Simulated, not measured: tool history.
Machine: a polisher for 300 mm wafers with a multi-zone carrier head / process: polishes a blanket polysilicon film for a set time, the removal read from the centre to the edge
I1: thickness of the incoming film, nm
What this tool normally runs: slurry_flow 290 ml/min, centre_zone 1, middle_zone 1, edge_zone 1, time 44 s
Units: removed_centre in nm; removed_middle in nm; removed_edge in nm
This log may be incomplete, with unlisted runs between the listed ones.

Run 1, hour 0: usual settings; I1 1253.1. Result: removed_centre 326.9 nm, removed_middle 335.8 nm, removed_edge 341 nm.
At hour 21.9: edge zone pressure recalibrated.
Run 2, hour 33.9: usual settings; I1 1244.3. Result: removed_centre 324.5 nm, removed_middle 335.1 nm, removed_edge 358.2 nm.
Run 3, hour 93.6: usual settings; I1 1242.7. Result: removed_centre 329.5 nm, removed_middle 342 nm, removed_edge 351.3 nm.
Run 4, hour 156.7: usual settings but centre_zone 1.06; I1 1232.6. Result: removed_centre 349.3 nm, removed_middle 341.5 nm, removed_edge 354.3 nm.
At hour 204.1: worn pad replaced by a new one.
Run 5, hour 215.3: usual settings but centre_zone 1.06; I1 1253.6. Result: removed_centre 346 nm, removed_middle 336.3 nm, removed_edge 360.5 nm.
Run 6, hour 268.6: usual settings; I1 1255.9. Result: removed_centre 323 nm, removed_middle 341.5 nm, removed_edge 348.4 nm.
Run 7, hour 314.8: usual settings; I1 1224.8. Result: removed_centre 327.4 nm, removed_middle 336.6 nm, removed_edge 351.3 nm.
Run 8, hour 361.3: usual settings but centre_zone 0.95; I1 1254.3. Result: removed_centre 314 nm, removed_middle 341.4 nm, removed_edge 352.2 nm.
Run 9, hour 394.8: usual settings but centre_zone 0.95; I1 1221.3. Result: removed_centre 311.9 nm, removed_middle 342.4 nm, removed_edge 350.5 nm.
Run 10, hour 465.4: usual settings but centre_zone 0.95; I1 1245.9. Result: removed_centre 317.6 nm, removed_middle 337.3 nm, removed_edge 349.4 nm.
At hour 474.8: worn pad replaced by a new one.
Run 11, hour 524.3: usual settings but slurry_flow 210 ml/min, centre_zone 1.05, middle_zone 1.08; I1 1238.2. Result: removed_centre 333.7 nm, removed_middle 353.9 nm, removed_edge 340.7 nm.
At hour 525.9: slurry nozzle cleaned.
Run 12, hour 575.6: usual settings; I1 1232.4. Result: removed_centre 333.4 nm, removed_middle 340.2 nm, removed_edge 355.5 nm.
At hour 591: carrier head's membrane replaced by a new one.
Run 13, hour 634.9: usual settings; I1 1240.5. Result: removed_centre 331.6 nm, removed_middle 333.5 nm, removed_edge 354.9 nm.
Run 14, hour 681.1: usual settings but centre_zone 0.95; I1 1233.2. Result: removed_centre 311.8 nm, removed_middle 341.5 nm, removed_edge 349.6 nm.
At hour 692.1: worn pad replaced by a new one.
Run 15, hour 722.4: usual settings but slurry_flow 205 ml/min, centre_zone 1.08; I1 1226.2. Result: removed_centre 347.9 nm, removed_middle 329.9 nm, removed_edge 341.1 nm.
At hour 751.2: edge zone pressure recalibrated.
Run 16, hour 783.6: usual settings but middle_zone 0.95, time 30 s; I1 1224. Result: removed_centre 227.3 nm, removed_middle 219.4 nm, removed_edge 238.1 nm.
At hour 838.9: centre zone pressure recalibrated.
Run 17, hour 839.4: usual settings but centre_zone 1.06, middle_zone 1.05; I1 1232.8. Result: removed_centre 341.7 nm, removed_middle 354.7 nm, removed_edge 345.8 nm.
Run 18, hour 904.6: usual settings but slurry_flow 355 ml/min; I1 1232.3. Result: removed_centre 333.2 nm, removed_middle 343 nm, removed_edge 364.1 nm.
At hour 937.1: worn pad replaced by a new one.
Run 19, hour 1115.5: usual settings but slurry_flow 260 ml/min, centre_zone 1.06, middle_zone 0.91; I1 1220.1. Result: removed_centre 338.6 nm, removed_middle 309.9 nm, removed_edge 352.4 nm.
At hour 1144: worn pad replaced by a new one.
Run 20, hour 1178.2: usual settings but centre_zone 0.94, middle_zone 0.89, time 31 s; I1 1235.1. Result: removed_centre 219.1 nm, removed_middle 217.6 nm, removed_edge 247.5 nm.

Branching from run 20: 3 alternative next runs. What would each branch give?
Run A, hour 1178.6: usual settings but centre_zone 1.04; I1 1256.9. Result: removed_centre ?, removed_middle ?, removed_edge ?.
Run B, hour 1178.6: usual settings but slurry_flow 315 ml/min, time 35 s; I1 1256.9. Result: removed_centre ?, removed_middle ?, removed_edge ?.
Run C, hour 1178.6: usual settings but centre_zone 1.09, middle_zone 0.9; I1 1256.9. Result: removed_centre ?, removed_middle ?, removed_edge ?.

run  removed_centre  removed_middle  removed_edge
  A           332.8           339.8         354.3
  B           256.2             272         283.2
  C           348.7           311.1         354.8
The same runs, with their run-to-run variation unchanged, on a tool lacking any hidden condition would have given:
run  removed_centre  removed_middle  removed_edge
  A           332.8           339.8         354.3
  B           256.2             272         283.2
  C           348.7           311.1         354.8
